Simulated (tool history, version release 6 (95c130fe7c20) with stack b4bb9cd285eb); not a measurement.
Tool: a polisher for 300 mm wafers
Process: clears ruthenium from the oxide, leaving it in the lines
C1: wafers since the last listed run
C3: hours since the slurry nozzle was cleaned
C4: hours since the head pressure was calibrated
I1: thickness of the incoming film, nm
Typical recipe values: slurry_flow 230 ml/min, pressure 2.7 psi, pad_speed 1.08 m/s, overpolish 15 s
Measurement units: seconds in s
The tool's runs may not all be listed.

run 1 hour=0.0 | slurry_flow=230 pressure=2.7 pad_speed=1.08 overpolish=12 | C1=0 wafers_polished_on_this_pad=702 C3=337.6 C4=53.0 | I1=233.6 | seconds=173.0
run 2 hour=98.3 | slurry_flow=230 pressure=2.7 pad_speed=1.20 overpolish=15 | C1=483 wafers_polished_on_this_pad=1185 C3=435.9 C4=151.3 | I1=228.3 | seconds=155.4
run 3 hour=156.0 | slurry_flow=230 pressure=2.7 pad_speed=1.08 overpolish=15 | C1=284 wafers_polished_on_this_pad=1470 C3=493.6 C4=209.0 | I1=233.9 | seconds=172.3
-- hour=168.0 slurry nozzle cleaned
run 4 hour=221.0 | slurry_flow=230 pressure=2.7 pad_speed=1.08 overpolish=15 | C1=315 wafers_polished_on_this_pad=1785 C3=53.0 C4=274.0 | I1=231.1 | seconds=164.3
run 5 hour=258.7 | slurry_flow=230 pressure=2.7 pad_speed=1.08 overpolish=15 | C1=185 wafers_polished_on_this_pad=1970 C3=90.7 C4=311.7 | I1=231.2 | seconds=158.4
-- hour=294.7 worn pad replaced by a new one
run 6 hour=296.2 | slurry_flow=230 pressure=2.7 pad_speed=1.08 overpolish=15 | C1=164 wafers_polished_on_this_pad=7 C3=128.2 C4=349.2 | I1=232.1 | seconds=166.7
run 7 hour=355.2 | slurry_flow=230 pressure=2.7 pad_speed=1.08 overpolish=15 | C1=290 wafers_polished_on_this_pad=297 C3=187.2 C4=408.2 | I1=230.2 | seconds=164.2
run 8 hour=429.6 | slurry_flow=230 pressure=2.7 pad_speed=1.22 overpolish=17 | C1=366 wafers_polished_on_this_pad=663 C3=261.6 C4=482.6 | I1=231.6 | seconds=148.2
run 9 hour=468.6 | slurry_flow=230 pressure=2.7 pad_speed=1.22 overpolish=17 | C1=191 wafers_polished_on_this_pad=855 C3=300.6 C4=521.6 | I1=229.7 | seconds=150.1
run 10 hour=560.6 | slurry_flow=230 pressure=2.7 pad_speed=1.08 overpolish=15 | C1=452 wafers_polished_on_this_pad=1308 C3=392.6 C4=613.6 | I1=229.7 | seconds=167.5
-- hour=568.4 slurry nozzle cleaned
run 11 hour=612.0 | slurry_flow=230 pressure=2.7 pad_speed=1.08 overpolish=15 | C1=248 wafers_polished_on_this_pad=1556 C3=43.6 C4=665.0 | I1=229.5 | seconds=156.5
run 12 hour=652.4 | slurry_flow=230 pressure=2.0 pad_speed=1.08 overpolish=15 | C1=198 wafers_polished_on_this_pad=1755 C3=84.0 C4=705.4 | I1=233.9 | seconds=189.2
run 13 hour=712.9 | slurry_flow=230 pressure=2.0 pad_speed=1.08 overpolish=15 | C1=297 wafers_polished_on_this_pad=2053 C3=144.5 C4=765.9 | I1=227.4 | seconds=183.0
-- hour=719.3 worn pad replaced by a new one
run 14 hour=777.0 | slurry_flow=230 pressure=2.0 pad_speed=1.08 overpolish=15 | C1=295 wafers_polished_on_this_pad=284 C3=208.6 C4=830.0 | I1=231.1 | seconds=187.5
-- hour=795.7 head pressure recalibrated
run 15 hour=827.5 | slurry_flow=230 pressure=2.7 pad_speed=1.08 overpolish=15 | C1=238 wafers_polished_on_this_pad=522 C3=259.1 C4=31.8 | I1=227.6 | seconds=164.9
run 16 hour=911.0 | slurry_flow=230 pressure=2.7 pad_speed=1.08 overpolish=15 | C1=411 wafers_polished_on_this_pad=933 C3=342.6 C4=115.3 | I1=230.3 | seconds=167.8
run 17 hour=962.8 | slurry_flow=165 pressure=1.8 pad_speed=0.88 overpolish=8 | C1=255 wafers_polished_on_this_pad=1188 C3=394.4 C4=167.1 | I1=232.7 | seconds=260.4
-- hour=990.3 slurry nozzle cleaned
run 18 hour=1065.0 | slurry_flow=280 pressure=3.3 pad_speed=1.08 overpolish=15 | C1=498 wafers_polished_on_this_pad=1687 C3=74.7 C4=269.3 | I1=229.9 | seconds=138.6
run 19 hour=1130.6 | slurry_flow=230 pressure=2.4 pad_speed=1.08 overpolish=15 | C1=322 wafers_polished_on_this_pad=2009 C3=140.3 C4=334.9 | I1=233.8 | seconds=178.6
-- hour=1215.6 worn pad replaced by a new one
run 20 hour=1272.7 | slurry_flow=230 pressure=2.7 pad_speed=1.22 overpolish=17 | C1=679 wafers_polished_on_this_pad=281 C3=282.4 C4=477.0 | I1=232.2 | seconds=150.7
run 21 hour=1370.5 | slurry_flow=270 pressure=2.5 pad_speed=0.90 overpolish=22 | C1=481 wafers_polished_on_this_pad=762 C3=380.2 C4=574.8 | I1=232.0 | seconds=201.1
run 22 hour=1424.3 | slurry_flow=230 pressure=2.7 pad_speed=1.08 overpolish=15 | C1=264 wafers_polished_on_this_pad=1027 C3=434.0 C4=628.6 | I1=232.2 | seconds=169.5
-- hour=1476.0 slurry nozzle cleaned
run 23 hour=1520.6 | slurry_flow=250 pressure=2.4 pad_speed=0.98 overpolish=20 | C1=469 wafers_polished_on_this_pad=1496 C3=44.6 C4=724.9 | I1=228.7 | seconds=177.3
run 24 hour=1588.8 | slurry_flow=195 pressure=2.1 pad_speed=1.08 overpolish=11 | C1=335 wafers_polished_on_this_pad=1832 C3=112.8 C4=793.1 | I1=231.6 | seconds=189.6
run 25 hour=1650.0 | slurry_flow=180 pressure=2.3 pad_speed=0.98 overpolish=15 | C1=301 wafers_polished_on_this_pad=2133 C3=174.0 C4=854.3 | I1=229.9 | seconds=192.6
-- hour=1659.7 head pressure recalibrated
run 26 hour=1713.0 | slurry_flow=230 pressure=2.7 pad_speed=1.08 overpolish=15 | C1=300 wafers_polished_on_this_pad=2434 C3=237.0 C4=53.3 | I1=230.0 | seconds=169.5
-- hour=1720.3 worn pad replaced by a new one
run 27 hour=1814.4 | slurry_flow=230 pressure=2.2 pad_speed=1.08 overpolish=15 | C1=479 wafers_polished_on_this_pad=463 C3=338.4 C4=154.7 | I1=229.7 | seconds=193.8
run 28 hour=1875.3 | slurry_flow=230 pressure=2.7 pad_speed=1.08 overpolish=15 | C1=299 wafers_polished_on_this_pad=762 C3=399.3 C4=215.6 | I1=228.5 | seconds=173.0
run 29 hour=1950.7 | slurry_flow=230 pressure=2.7 pad_speed=1.08 overpolish=15 | C1=371 wafers_polished_on_this_pad=1134 C3=474.7 C4=291.0 | I1=225.7 | seconds=168.2
-- hour=1977.2 slurry nozzle cleaned
run 30 hour=2047.7 | slurry_flow=230 pressure=2.7 pad_speed=1.08 overpolish=15 | C1=472 wafers_polished_on_this_pad=1606 C3=70.5 C4=388.0 | I1=230.3 | seconds=161.6
-- hour=2130.9 worn pad replaced by a new one
run 31 hour=2154.3 | slurry_flow=230 pressure=2.7 pad_speed=1.08 overpolish=15 | C1=505 wafers_polished_on_this_pad=115 C3=177.1 C4=494.6 | I1=228.3 | seconds=160.5
run 32 hour=2202.8 | slurry_flow=160 pressure=2.2 pad_speed=1.18 overpolish=7 | C1=238 wafers_polished_on_this_pad=354 C3=225.6 C4=543.1 | I1=230.5 | seconds=184.9
run 33 hour=2290.9 | slurry_flow=260 pressure=3.3 pad_speed=1.26 overpolish=15 | C1=433 wafers_polished_on_this_pad=787 C3=313.7 C4=631.2 | I1=231.5 | seconds=125.4

State the hidden condition of the tool at each of the runs:
removal rate lost through wear of the pad, %: 0 at every run
H1: slurry flow missing at the pad, %
H2: deviation of the head's pressure from its setpoint, %
run=1 H1=40.8 H2=-0.115
run=2 H1=43 H2=0.14
run=3 H1=43.8 H2=0.405
run=4 H1=15 H2=0.805
run=5 H1=21.5 H2=1.09
run=6 H1=26.6 H2=1.4
run=7 H1=32.4 H2=1.97
run=8 H1=37.2 H2=2.81
run=9 H1=38.9 H2=3.31
run=10 H1=41.5 H2=4.64
run=11 H1=11.8 H2=5.48
run=12 H1=19.2 H2=6.18
run=13 H1=27.1 H2=7.32
run=14 H1=32.7 H2=8.62
run=15 H1=35.7 H2=0.0339
run=16 H1=39 H2=0.19
run=17 H1=40.3 H2=0.377
run=18 H1=20 H2=0.944
run=19 H1=29 H2=1.45
run=20 H1=39.2 H2=2.92
run=21 H1=42.4 H2=4.23
run=22 H1=43.4 H2=5.05
run=23 H1=15.9 H2=6.71
run=24 H1=27.2 H2=8.03
run=25 H1=33.8 H2=9.31
run=26 H1=38.4 H2=-0.736
run=27 H1=42.7 H2=-0.467
run=28 H1=44.2 H2=-0.18
run=29 H1=45.4 H2=0.306
run=30 H1=16.5 H2=1.14
run=31 H1=29.9 H2=2.34
run=32 H1=33.4 H2=2.98
run=33 H1=37.7 H2=4.3
